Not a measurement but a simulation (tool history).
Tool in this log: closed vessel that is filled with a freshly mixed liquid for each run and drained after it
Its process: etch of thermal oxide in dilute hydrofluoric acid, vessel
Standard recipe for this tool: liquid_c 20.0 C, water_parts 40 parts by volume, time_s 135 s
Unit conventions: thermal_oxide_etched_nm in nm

run	hour	liquid_c	water_parts	time_s	wafers since the last listed run	hours since the thermometer was replaced	hours since the hydrofluoric acid flow meter was replaced	hours since the gauge calibration	read-back film thickness of the thermal oxide reference wafer, read on the same gauge (nm)	thermal_oxide_etched_nm
1	0.0	17.0	40	135	0	1672.6	455.4	378.8	79.98	13.72
2	13.9	20.0	30	105	1091	1686.5	469.3	392.7	80.01	16.17
3	29.2	20.0	30	105	1201	1701.8	484.6	408.0	79.98	16.69
4	42.5	20.0	40	135	1044	1715.1	497.9	421.3	80.00	15.92
5	56.6	20.0	40	135	1107	1729.2	512.0	435.4	79.99	15.84
6	63.7	20.0	40	135	557	1736.3	519.1	442.5	79.99	15.71
7	81.0	20.0	40	135	1358	1753.6	536.4	459.8	80.01	15.95
8	99.0	20.0	40	135	1413	1771.6	554.4	477.8	79.96	15.85
9	107.3	20.0	40	135	651	1779.9	562.7	486.1	79.98	15.70
# hour 108.4: gauge calibrated
10	114.1	20.0	40	135	534	1786.7	569.5	5.7	80.01	16.02
11	131.7	20.0	25	135	1382	1804.3	587.1	23.3	79.99	25.59
12	138.6	20.0	40	135	542	1811.2	594.0	30.2	80.01	16.05
13	146.2	24.0	40	135	596	1818.8	601.6	37.8	80.02	18.72
14	159.2	20.0	40	135	1021	1831.8	614.6	50.8	79.98	15.82
15	167.9	18.5	30	135	683	1840.5	623.3	59.5	80.01	20.34
16	175.8	23.0	55	135	620	1848.4	631.2	67.4	79.99	12.99
17	188.6	20.0	40	135	1005	1861.2	644.0	80.2	80.00	16.00
18	203.4	20.0	40	135	1162	1876.0	658.8	95.0	80.01	16.18
19	218.5	20.0	50	100	1186	1891.1	673.9	110.1	80.02	9.41
20	234.2	20.0	40	205	1233	1906.8	689.6	125.8	79.99	24.66
21	244.7	20.0	60	135	824	1917.3	700.1	136.3	79.98	10.65
# hour 258.7: thermometer replaced
22	259.1	20.0	40	135	1052	0.4	714.5	150.7	79.99	16.06
23	274.4	20.0	40	135	1201	15.7	729.8	166.0	79.99	16.21
24	291.5	21.5	40	135	1343	32.8	746.9	183.1	80.00	17.36
25	297.8	17.0	60	190	494	39.1	753.2	189.4	80.01	13.13
26	310.3	20.0	30	135	981	51.6	765.7	201.9	80.02	22.00
27	325.5	20.0	40	135	1193	66.8	780.9	217.1	80.02	16.28
# hour 326.6: hydrofluoric acid flow meter replaced
28	340.6	22.0	55	195	1107	81.9	14.0	232.2	79.99	16.93
29	348.9	20.0	20	135	651	90.2	22.3	240.5	79.99	30.46
30	360.0	24.5	40	95	871	101.3	33.4	251.6	79.99	12.77
31	377.1	22.5	40	135	1343	118.4	50.5	268.7	80.00	16.72
32	389.5	20.0	30	90	974	130.8	62.9	281.1	80.00	13.60
33	404.4	20.0	35	185	1170	145.7	77.8	296.0	79.98	23.95
34	415.4	23.5	40	135	864	156.7	88.8	307.0	80.01	17.36
35	432.8	18.5	25	215	1366	174.1	106.2	324.4	79.99	36.02

Hidden state at the last listed run before each entry between runs and at the first one after, where it differs:
After run 9, before run 10: gauge calibrated (hour 108.4)
  hydrofluoric acid flow above the setpoint (%): 7.54 -> 7.62
  measured minus no-state result, thermal_oxide_etched_nm: +1.15 -> +1.18 nm
After run 21, before run 22: thermometer replaced (hour 258.7)
  hydrofluoric acid flow above the setpoint (%): 9.21 -> 9.39
  measured minus no-state result, thermal_oxide_etched_nm: +0.96 -> +1.44 nm
After run 27, before run 28: hydrofluoric acid flow meter replaced (hour 326.6)
  hydrofluoric acid flow above the setpoint (%): 10.2 -> 1.3
  measured minus no-state result, thermal_oxide_etched_nm: +1.57 -> +0.23 nm
